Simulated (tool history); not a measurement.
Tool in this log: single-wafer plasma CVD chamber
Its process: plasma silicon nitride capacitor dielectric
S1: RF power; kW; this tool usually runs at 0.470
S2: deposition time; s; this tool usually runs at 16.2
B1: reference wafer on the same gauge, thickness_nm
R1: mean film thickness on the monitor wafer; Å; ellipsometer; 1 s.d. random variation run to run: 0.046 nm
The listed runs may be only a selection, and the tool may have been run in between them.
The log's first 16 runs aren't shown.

{"run": 17, "hour": 401.2, "S1": 0.47, "S2": 16.2, "B1": 21.501, "R1": 244.22}
{"run": 18, "hour": 423.4, "S1": 0.47, "S2": 16.2, "B1": 21.503, "R1": 245.78}
{"run": 19, "hour": 451.6, "S1": 0.47, "S2": 16.2, "B1": 21.494, "R1": 245.21}
{"run": 20, "hour": 485.6, "S1": 0.515, "S2": 17.4, "B1": 21.524, "R1": 268.89}
{"run": 21, "hour": 519.8, "S1": 0.535, "S2": 14.1, "B1": 21.507, "R1": 220.46}
{"run": 22, "hour": 546.7, "S1": 0.47, "S2": 16.2, "B1": 21.486, "R1": 243.99}
{"hour": 559.3, "done": "showerhead replaced, of another model than before"}
{"run": 23, "hour": 565.9, "S1": 0.47, "S2": 16.2, "B1": 21.493, "R1": 244.03}
{"run": 24, "hour": 592.8, "S1": 0.405, "S2": 18.3, "B1": 21.499, "R1": 258.38}
{"run": 25, "hour": 617.5, "S1": 0.52, "S2": 16.2, "B1": 21.503, "R1": 253.2}
{"run": 26, "hour": 630.9, "S1": 0.495, "S2": 17.5, "B1": 21.493, "R1": 267.65}
{"run": 27, "hour": 663.0, "S1": 0.55, "S2": 19.4, "B1": 21.486, "R1": 309.96}
{"run": 28, "hour": 693.2, "S1": 0.47, "S2": 16.2, "B1": 21.505, "R1": 242.8}
{"run": 29, "hour": 712.1, "S1": 0.47, "S2": 15.3, "B1": 21.505, "R1": 228.73}
{"run": 30, "hour": 739.1, "S1": 0.525, "S2": 18.7, "B1": 21.5, "R1": 293.55}
{"run": 31, "hour": 761.5, "S1": 0.53, "S2": 19.1, "B1": 21.514, "R1": 300.34}
{"run": 32, "hour": 786.2, "S1": 0.515, "S2": 15.3, "B1": 21.51, "R1": 238.37}
{"run": 33, "hour": 804.4, "S1": 0.515, "S2": 17.5, "B1": 21.509, "R1": 271.78}
{"run": 34, "hour": 820.5, "S1": 0.47, "S2": 18.9, "B1": 21.501, "R1": 283.47}
{"hour": 835.0, "done": "gauge calibrated"}
{"run": 35, "hour": 836.8, "S1": 0.51, "S2": 16.2, "B1": 21.508, "R1": 250.24}
{"run": 36, "hour": 871.3, "S1": 0.55, "S2": 17.7, "B1": 21.5, "R1": 282.21}
{"run": 37, "hour": 889.8, "S1": 0.405, "S2": 13.5, "B1": 21.492, "R1": 189.79}
{"run": 38, "hour": 924.0, "S1": 0.47, "S2": 16.2, "B1": 21.502, "R1": 242.54}

Each row is a separate what-if for the run after 38, all from the same tool condition, not one after another. Results?
{"run": "A", "hour": 924.4, "S1": 0.415, "S2": 16.2, "B1": "?", "R1": "?"}
{"run": "B", "hour": 924.4, "S1": 0.425, "S2": 15.2, "B1": "?", "R1": "?"}
{"run": "C", "hour": 924.4, "S1": 0.525, "S2": 17.8, "B1": "?", "R1": "?"}
{"run": "D", "hour": 924.4, "S1": 0.525, "S2": 15.2, "B1": "?", "R1": "?"}

run=A B1=21.493 R1=230.53
run=B B1=21.493 R1=218.43
run=C B1=21.493 R1=278.07
run=D B1=21.493 R1=237.45
What these runs would have given with no unlogged condition in the tool:
run=A R1=233.79
run=B R1=221.52
run=C R1=282.00
run=D R1=240.81

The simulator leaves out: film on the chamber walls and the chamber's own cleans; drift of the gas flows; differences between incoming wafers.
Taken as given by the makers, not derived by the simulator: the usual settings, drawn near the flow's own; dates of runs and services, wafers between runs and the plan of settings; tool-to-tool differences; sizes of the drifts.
